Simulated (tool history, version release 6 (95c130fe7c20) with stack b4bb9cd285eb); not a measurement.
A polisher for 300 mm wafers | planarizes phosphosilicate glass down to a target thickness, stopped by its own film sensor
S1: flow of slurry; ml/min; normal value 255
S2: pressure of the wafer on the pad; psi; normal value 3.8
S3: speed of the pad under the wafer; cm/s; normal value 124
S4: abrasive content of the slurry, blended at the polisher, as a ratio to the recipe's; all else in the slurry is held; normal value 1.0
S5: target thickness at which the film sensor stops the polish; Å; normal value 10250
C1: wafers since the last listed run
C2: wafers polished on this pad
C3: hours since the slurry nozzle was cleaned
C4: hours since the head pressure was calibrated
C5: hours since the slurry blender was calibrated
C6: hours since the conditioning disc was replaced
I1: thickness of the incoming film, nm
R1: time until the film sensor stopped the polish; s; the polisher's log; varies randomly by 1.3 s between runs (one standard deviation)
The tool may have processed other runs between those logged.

{"run": 1, "hour": 0.0, "S1": 305, "S2": 3.8, "S3": 124, "S4": 1.0, "S5": 10250, "C1": 0, "C2": 405, "C3": 8.6, "C4": 338.9, "C5": 112.6, "C6": 275.7, "I1": 2323.8, "R1": 103.5}
{"hour": 7.6, "done": "slurry blender recalibrated"}
{"run": 2, "hour": 16.2, "S1": 305, "S2": 3.8, "S3": 124, "S4": 1.0, "S5": 10250, "C1": 108, "C2": 514, "C3": 24.8, "C4": 355.1, "C5": 8.6, "C6": 291.9, "I1": 2318.2, "R1": 91.3}
{"run": 3, "hour": 30.8, "S1": 255, "S2": 3.8, "S3": 124, "S4": 1.2, "S5": 10250, "C1": 111, "C2": 626, "C3": 39.4, "C4": 369.7, "C5": 23.2, "C6": 306.5, "I1": 2346.6, "R1": 85.2}
{"run": 4, "hour": 48.8, "S1": 255, "S2": 4.3, "S3": 124, "S4": 1.0, "S5": 10250, "C1": 138, "C2": 764, "C3": 57.4, "C4": 387.7, "C5": 41.2, "C6": 324.5, "I1": 2299.9, "R1": 84.4}
{"hour": 70.5, "done": "worn pad replaced by a new one"}
{"run": 5, "hour": 71.0, "S1": 290, "S2": 3.8, "S3": 124, "S4": 1.0, "S5": 10250, "C1": 139, "C2": 3, "C3": 79.6, "C4": 409.9, "C5": 63.4, "C6": 346.7, "I1": 2352.0, "R1": 98.1}
{"hour": 86.5, "done": "conditioning disc replaced and pad reconditioned"}
{"run": 6, "hour": 98.9, "S1": 175, "S2": 3.8, "S3": 84, "S4": 1.0, "S5": 7430, "C1": 198, "C2": 202, "C3": 107.5, "C4": 437.8, "C5": 91.3, "C6": 12.4, "I1": 2332.8, "R1": 175.6}
{"hour": 112.8, "done": "slurry blender recalibrated"}
{"run": 7, "hour": 131.3, "S1": 255, "S2": 3.8, "S3": 92, "S4": 1.0, "S5": 10250, "C1": 233, "C2": 435, "C3": 139.9, "C4": 470.2, "C5": 18.5, "C6": 44.8, "I1": 2339.4, "R1": 123.1}
{"run": 8, "hour": 143.0, "S1": 175, "S2": 3.3, "S3": 124, "S4": 1.0, "S5": 10250, "C1": 89, "C2": 525, "C3": 151.6, "C4": 481.9, "C5": 30.2, "C6": 56.5, "I1": 2285.5, "R1": 111.2}
{"run": 9, "hour": 150.0, "S1": 255, "S2": 3.8, "S3": 142, "S4": 1.0, "S5": 10250, "C1": 53, "C2": 578, "C3": 158.6, "C4": 488.9, "C5": 37.2, "C6": 63.5, "I1": 2310.4, "R1": 85.7}
{"run": 10, "hour": 167.5, "S1": 165, "S2": 3.8, "S3": 124, "S4": 0.9, "S5": 5820, "C1": 134, "C2": 713, "C3": 176.1, "C4": 506.4, "C5": 54.7, "C6": 81.0, "I1": 2329.3, "R1": 151.3}
{"hour": 181.5, "done": "worn pad replaced by a new one"}
{"run": 11, "hour": 203.3, "S1": 255, "S2": 3.8, "S3": 82, "S4": 1.1, "S5": 10250, "C1": 243, "C2": 167, "C3": 211.9, "C4": 542.2, "C5": 90.5, "C6": 116.8, "I1": 2314.3, "R1": 130.0}
{"hour": 221.6, "done": "slurry blender recalibrated"}
{"run": 12, "hour": 222.1, "S1": 255, "S2": 4.5, "S3": 124, "S4": 1.0, "S5": 10250, "C1": 128, "C2": 296, "C3": 230.7, "C4": 561.0, "C5": 0.5, "C6": 135.6, "I1": 2341.6, "R1": 77.6}
{"run": 13, "hour": 233.4, "S1": 255, "S2": 3.8, "S3": 136, "S4": 1.0, "S5": 12930, "C1": 86, "C2": 382, "C3": 242.0, "C4": 572.3, "C5": 11.8, "C6": 146.9, "I1": 2328.9, "R1": 68.8}
{"hour": 245.5, "done": "head pressure recalibrated"}
{"run": 14, "hour": 247.8, "S1": 255, "S2": 3.8, "S3": 124, "S4": 1.0, "S5": 10250, "C1": 95, "C2": 478, "C3": 256.4, "C4": 2.3, "C5": 26.2, "C6": 161.3, "I1": 2293.6, "R1": 91.7}
{"run": 15, "hour": 264.8, "S1": 165, "S2": 3.8, "S3": 124, "S4": 1.0, "S5": 10250, "C1": 130, "C2": 608, "C3": 273.4, "C4": 19.3, "C5": 43.2, "C6": 178.3, "I1": 2357.0, "R1": 100.0}
{"run": 16, "hour": 275.7, "S1": 255, "S2": 3.8, "S3": 138, "S4": 1.0, "S5": 8090, "C1": 83, "C2": 691, "C3": 284.3, "C4": 30.2, "C5": 54.1, "C6": 189.2, "I1": 2317.9, "R1": 98.8}
{"run": 17, "hour": 293.5, "S1": 255, "S2": 3.8, "S3": 124, "S4": 1.0, "S5": 10250, "C1": 136, "C2": 828, "C3": 302.1, "C4": 48.0, "C5": 71.9, "C6": 207.0, "I1": 2333.9, "R1": 98.2}
{"hour": 305.5, "done": "worn pad replaced by a new one"}
{"run": 18, "hour": 306.0, "S1": 200, "S2": 3.8, "S3": 124, "S4": 1.3, "S5": 12700, "C1": 65, "C2": 4, "C3": 314.6, "C4": 60.5, "C5": 84.4, "C6": 219.5, "I1": 2311.7, "R1": 67.6}
{"run": 19, "hour": 313.1, "S1": 230, "S2": 5.0, "S3": 124, "S4": 1.0, "S5": 10250, "C1": 54, "C2": 58, "C3": 321.7, "C4": 67.6, "C5": 91.5, "C6": 226.6, "I1": 2315.8, "R1": 75.5}
{"run": 20, "hour": 324.4, "S1": 230, "S2": 5.0, "S3": 124, "S4": 1.0, "S5": 10250, "C1": 86, "C2": 145, "C3": 333.0, "C4": 78.9, "C5": 102.8, "C6": 237.9, "I1": 2338.7, "R1": 78.4}
{"run": 21, "hour": 334.0, "S1": 255, "S2": 3.8, "S3": 124, "S4": 1.0, "S5": 10250, "C1": 73, "C2": 218, "C3": 342.6, "C4": 88.5, "C5": 112.4, "C6": 247.5, "I1": 2326.1, "R1": 101.9}

Predict the results of run 22:
{"run": 22, "hour": 347.6, "S1": 320, "S2": 3.8, "S3": 124, "S4": 1.2, "S5": 10250, "C1": 104, "C2": 323, "C3": 356.2, "C4": 102.1, "C5": 126.0, "C6": 261.1, "I1": 2375.4, "R1": "?"}

{"run 22": {"R1": 91.3}}
With no hidden state in the tool, this same run would have given R1 81.6 s.
